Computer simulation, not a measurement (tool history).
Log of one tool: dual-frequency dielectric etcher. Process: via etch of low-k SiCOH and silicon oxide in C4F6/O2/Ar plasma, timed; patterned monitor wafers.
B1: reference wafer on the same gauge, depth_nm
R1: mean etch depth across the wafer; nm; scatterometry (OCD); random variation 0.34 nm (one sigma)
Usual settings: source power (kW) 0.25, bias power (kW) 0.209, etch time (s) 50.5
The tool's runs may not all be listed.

Run 1, day 0: usual settings; B1 115. Result: R1 107.5 nm.
Run 2, day 2.642: usual settings; B1 115.1. Result: R1 107.9 nm.
Run 3, day 5.429: usual settings; B1 115.1. Result: R1 108 nm.
Run 4, day 7.254: usual settings; B1 114.9. Result: R1 108.4 nm.
At day 8.838: wet clean of the chamber.
Run 5, day 12.85: usual settings; B1 115. Result: R1 109 nm.
Run 6, day 14.492: usual settings but etch time (s) 56.5; B1 114.9. Result: R1 122.3 nm.
At day 18.738: upper electrode replaced, of another model than before.
Run 7, day 19.204: usual settings; B1 115.1. Result: R1 108.3 nm.
Run 8, day 21.775: usual settings; B1 115. Result: R1 108 nm.
At day 24.867: wet clean of the chamber.
Run 9, day 24.888: usual settings; B1 114.9. Result: R1 108.7 nm.
Run 10, day 25.779: usual settings but bias power (kW) 0.172, etch time (s) 38.5; B1 115.1. Result: R1 78.2 nm.
Run 11, day 28.292: usual settings but bias power (kW) 0.172, etch time (s) 38.5; B1 114.9. Result: R1 77.7 nm.
Run 12, day 30.75: usual settings; B1 115. Result: R1 108.8 nm.
Run 13, day 33.508: usual settings; B1 115.1. Result: R1 108.3 nm.
Run 14, day 35.742: usual settings but source power (kW) 0.28, bias power (kW) 0.195, etch time (s) 41.5; B1 115.1. Result: R1 92.1 nm.
At day 37.212: source power generator calibrated.
Run 15, day 38.3: usual settings but bias power (kW) 0.181; B1 115.1. Result: R1 102.7 nm.
Run 16, day 39.588: usual settings; B1 115. Result: R1 107.9 nm.
At day 40.867: gauge calibrated.
At day 42.738: wet clean of the chamber.
Run 17, day 42.758: usual settings but bias power (kW) 0.225, etch time (s) 38.5; B1 115. Result: R1 85.6 nm.
Run 18, day 43.575: usual settings; B1 115.1. Result: R1 109.1 nm.
Run 19, day 44.808: usual settings but bias power (kW) 0.239; B1 114.9. Result: R1 114.5 nm.
At day 47.812: bias power generator calibrated.
Run 20, day 47.833: usual settings but source power (kW) 0.31; B1 115. Result: R1 120.6 nm.
Run 21, day 50.642: usual settings but source power (kW) 0.2; B1 115. Result: R1 96.3 nm.
Run 22, day 53.5: usual settings; B1 115.1. Result: R1 108.5 nm.
Run 23, day 56.475: usual settings; B1 115. Result: R1 107.7 nm.
Run 24, day 57.817: usual settings but source power (kW) 0.2, bias power (kW) 0.183; B1 115. Result: R1 91.7 nm.
At day 60.133: wet clean of the chamber.
Run 25, day 60.204: usual settings but source power (kW) 0.27, bias power (kW) 0.161, etch time (s) 37; B1 115. Result: R1 76.9 nm.

Forecast each of these 3 alternatives for the next run:
Run A, day 60.221: usual settings but bias power (kW) 0.184; B1 ?. Result: R1 ?.
Run B, day 60.221: usual settings but source power (kW) 0.29, bias power (kW) 0.176; B1 ?. Result: R1 ?.
Run C, day 60.221: usual settings but bias power (kW) 0.237; B1 ?. Result: R1 ?.

run     B1     R1
  A  115.1  104.8
  B  115.1  111.3
  C  115.1  113.7
Without the tool's hidden state the same runs would have given:
run     R1
  A  105.1
  B  111.7
  C    114
